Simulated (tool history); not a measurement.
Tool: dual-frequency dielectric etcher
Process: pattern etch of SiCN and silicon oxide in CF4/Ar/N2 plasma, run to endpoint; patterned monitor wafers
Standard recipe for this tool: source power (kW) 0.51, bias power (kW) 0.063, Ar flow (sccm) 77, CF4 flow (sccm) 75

run	hour	source power (kW)	bias power (kW)	Ar flow (sccm)	CF4 flow (sccm)	wafers since the last listed run	hours since the last wet clean	hours since the last source power generator calibration	hours since the last bias power generator calibration	hours since the last Ar flow controller change	hours since the last CF4 flow controller change	hours since the last upper electrode change	incoming incoming film thickness, nm	endpoint time (s)
1	0	0.51	0.063	77	69	0	35.5	3648.9	4552.3	11.8	4153.1	12.6	10.9	11.6
2	15.3	0.51	0.068	77	75	234	50.8	3664.2	4567.6	27.1	4168.4	27.9	11.06	11.4
# hour 34.3: CF4 flow controller replaced
3	34.8	0.51	0.068	77	75	206	70.3	3683.7	4587.1	46.6	0.5	47.4	10.95	11.3
4	45.4	0.51	0.068	77	75	162	80.9	3694.3	4597.7	57.2	11.1	58	11.02	11.3
5	70	0.51	0.075	77	75	376	105.5	3718.9	4622.3	81.8	35.7	82.6	10.88	11
6	103.2	0.51	0.063	77	75	507	138.7	3752.1	4655.5	115	68.9	115.8	10.95	11.4
7	116.5	0.56	0.075	69	81	203	152	3765.4	4668.8	128.3	82.2	129.1	10.95	9.8
8	137.3	0.51	0.067	94	75	318	172.8	3786.2	4689.6	149.1	103	149.9	10.96	11.5
9	151	0.51	0.077	77	75	209	186.5	3799.9	4703.3	162.8	116.7	163.6	11.05	11
# hour 155: bias power generator calibrated
10	168.1	0.59	0.07	86	86	200	203.6	3817	13.1	179.9	133.8	180.7	10.91	9.6
11	200.1	0.51	0.063	93	75	489	235.6	3849	45.1	211.9	165.8	212.7	11	11.7
12	217.5	0.51	0.063	87	75	266	253	3866.4	62.5	229.3	183.2	230.1	10.91	11.5
13	235.4	0.56	0.072	77	92	273	270.9	3884.3	80.4	247.2	201.1	248	10.99	9.9
14	248.5	0.51	0.05	92	90	200	284	3897.4	93.5	260.3	214.2	261.1	10.93	11.8
# hour 263.8: source power generator calibrated
15	283.6	0.61	0.074	91	75	475	319.1	19.8	128.6	295.4	249.3	296.2	10.88	9.8
16	312.9	0.51	0.063	77	69	448	348.4	49.1	157.9	324.7	278.6	325.5	11.1	12.2
17	336.3	0.51	0.063	77	75	357	371.8	72.5	181.3	348.1	302	348.9	10.99	11.8
18	368	0.51	0.053	77	75	484	403.5	104.2	213	379.8	333.7	380.6	11.09	12.4
19	400.3	0.51	0.063	77	87	494	435.8	136.5	245.3	412.1	366	412.9	10.91	11.5
# hour 425.7: wet clean of the chamber
20	426.2	0.39	0.063	77	75	29	0.5	162.4	271.2	438	391.9	438.8	11.07	15.7
21	449.1	0.51	0.063	77	75	350	23.4	185.3	294.1	460.9	414.8	461.7	10.85	11.9
22	482.8	0.42	0.078	58	62	515	57.1	219	327.8	494.6	448.5	495.4	10.98	13.7
23	511.6	0.51	0.063	77	75	440	85.9	247.8	356.6	523.4	477.3	524.2	10.95	12

What if the next run were any one of these 5? Each begins from the tool's condition after run 23:
A	512	0.51	0.063	77	75	6	86.3	248.2	357	523.8	477.7	524.6	10.98	?
B	512	0.45	0.063	77	75	6	86.3	248.2	357	523.8	477.7	524.6	10.98	?
C	512	0.45	0.07	77	61	6	86.3	248.2	357	523.8	477.7	524.6	10.98	?
D	512	0.44	0.078	70	57	6	86.3	248.2	357	523.8	477.7	524.6	10.98	?
E	512	0.51	0.071	77	75	6	86.3	248.2	357	523.8	477.7	524.6	10.98	?

run	endpoint time (s)
A	12
B	13.5
C	13.5
D	13.4
E	11.6
The same runs, with their run-to-run variation unchanged, on a tool lacking any hidden condition would have given:
run	endpoint time (s)
A	12.1
B	13.6
C	13.7
D	13.6
E	11.8

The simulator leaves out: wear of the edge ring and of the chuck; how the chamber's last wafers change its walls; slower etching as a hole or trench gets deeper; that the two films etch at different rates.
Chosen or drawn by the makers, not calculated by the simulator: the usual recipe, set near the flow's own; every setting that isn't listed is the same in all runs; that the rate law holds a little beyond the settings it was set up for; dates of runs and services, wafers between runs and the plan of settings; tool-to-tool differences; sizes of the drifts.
